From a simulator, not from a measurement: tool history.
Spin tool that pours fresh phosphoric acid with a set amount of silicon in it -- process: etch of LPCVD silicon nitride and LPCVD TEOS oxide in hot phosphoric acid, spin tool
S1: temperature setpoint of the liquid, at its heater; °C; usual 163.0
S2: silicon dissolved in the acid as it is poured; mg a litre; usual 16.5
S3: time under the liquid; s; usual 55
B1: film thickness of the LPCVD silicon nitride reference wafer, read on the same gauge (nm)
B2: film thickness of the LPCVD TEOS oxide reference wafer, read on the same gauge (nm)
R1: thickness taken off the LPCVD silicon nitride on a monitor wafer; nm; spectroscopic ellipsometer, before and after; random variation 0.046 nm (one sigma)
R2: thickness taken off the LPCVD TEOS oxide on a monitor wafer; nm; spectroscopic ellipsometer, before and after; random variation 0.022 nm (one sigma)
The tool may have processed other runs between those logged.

| run | hour | S1 | S2 | S3 | B1 | B2 | R1 | R2 |
|---|---|---|---|---|---|---|---|---|
| 1 | 0.0 | 163.0 | 16.5 | 35 | 100.02 | 40.001 | 3.66 | 0.150 |
| 2 | 69.4 | 163.0 | 16.5 | 55 | 100.00 | 39.998 | 5.61 | 0.289 |
| 3 | 120.0 | 163.0 | 16.5 | 35 | 100.01 | 40.001 | 3.57 | 0.164 |
| 4 | 172.6 | 163.0 | 16.5 | 30 | 99.98 | 39.946 | 3.08 | 0.141 |
| 5 | 256.0 | 163.0 | 16.5 | 55 | 99.95 | 39.972 | 5.62 | 0.273 |
|  | 315.4 | thermometer replaced |
| 6 | 344.0 | 165.0 | 5.5 | 70 | 100.00 | 40.008 | 7.65 | 0.538 |
|  | 405.3 | dissolved silicon flow meter replaced |
| 7 | 435.1 | 163.0 | 11.0 | 85 | 99.96 | 39.995 | 8.79 | 0.446 |
|  | 498.9 | heated supply line repaired |
| 8 | 500.5 | 163.0 | 16.5 | 55 | 100.02 | 39.963 | 5.62 | 0.268 |
| 9 | 548.1 | 163.0 | 11.0 | 55 | 100.00 | 40.015 | 5.61 | 0.268 |
| 10 | 639.0 | 164.5 | 23.0 | 25 | 99.96 | 40.031 | 2.69 | 0.099 |
| 11 | 693.7 | 163.0 | 16.5 | 55 | 100.01 | 39.996 | 5.53 | 0.222 |
| 12 | 739.2 | 163.0 | 16.5 | 55 | 99.99 | 40.020 | 5.68 | 0.216 |
| 13 | 826.6 | 163.0 | 26.5 | 40 | 99.97 | 39.999 | 4.08 | 0.126 |
| 14 | 912.9 | 163.0 | 28.0 | 55 | 100.01 | 40.011 | 5.63 | 0.212 |
|  | 926.5 | dissolved silicon flow meter replaced |
| 15 | 968.0 | 163.0 | 16.5 | 55 | 100.05 | 39.993 | 5.64 | 0.260 |
| 16 | 1025.3 | 160.5 | 7.0 | 75 | 99.99 | 40.024 | 7.01 | 0.369 |
| 17 | 1063.4 | 163.0 | 8.0 | 55 | 100.02 | 39.980 | 5.65 | 0.342 |
| 18 | 1132.3 | 163.0 | 16.5 | 55 | 99.98 | 40.013 | 5.63 | 0.263 |
| 19 | 1216.1 | 163.0 | 16.5 | 55 | 99.98 | 39.992 | 5.62 | 0.254 |
| 20 | 1252.8 | 162.0 | 29.0 | 85 | 99.99 | 39.979 | 8.40 | 0.263 |
| 21 | 1359.8 | 163.0 | 26.5 | 55 | 100.02 | 39.991 | 5.55 | 0.178 |
|  | 1435.3 | dissolved silicon flow meter replaced |
| 22 | 1467.1 | 165.0 | 20.5 | 55 | 100.01 | 40.023 | 6.06 | 0.271 |

Forecast each of these 4 alternatives for the next run:
| A | 1467.5 | 163.0 | 16.5 | 55 | ? | ? | ? | ? |
| B | 1467.5 | 164.0 | 5.0 | 75 | ? | ? | ? | ? |
| C | 1467.5 | 162.0 | 4.0 | 55 | ? | ? | ? | ? |
| D | 1467.5 | 162.0 | 20.0 | 55 | ? | ? | ? | ? |

| run | B1 | B2 | R1 | R2 |
|---|---|---|---|---|
| A | 99.98 | 40.012 | 5.58 | 0.243 |
| B | 99.98 | 40.012 | 7.87 | 0.463 |
| C | 99.98 | 40.012 | 5.40 | 0.299 |
| D | 99.98 | 40.012 | 5.40 | 0.205 |
Without the tool's hidden state the same runs would have given:
| run | R1 | R2 |
|---|---|---|
| A | 5.58 | 0.243 |
| B | 7.87 | 0.463 |
| C | 5.40 | 0.299 |
| D | 5.40 | 0.205 |
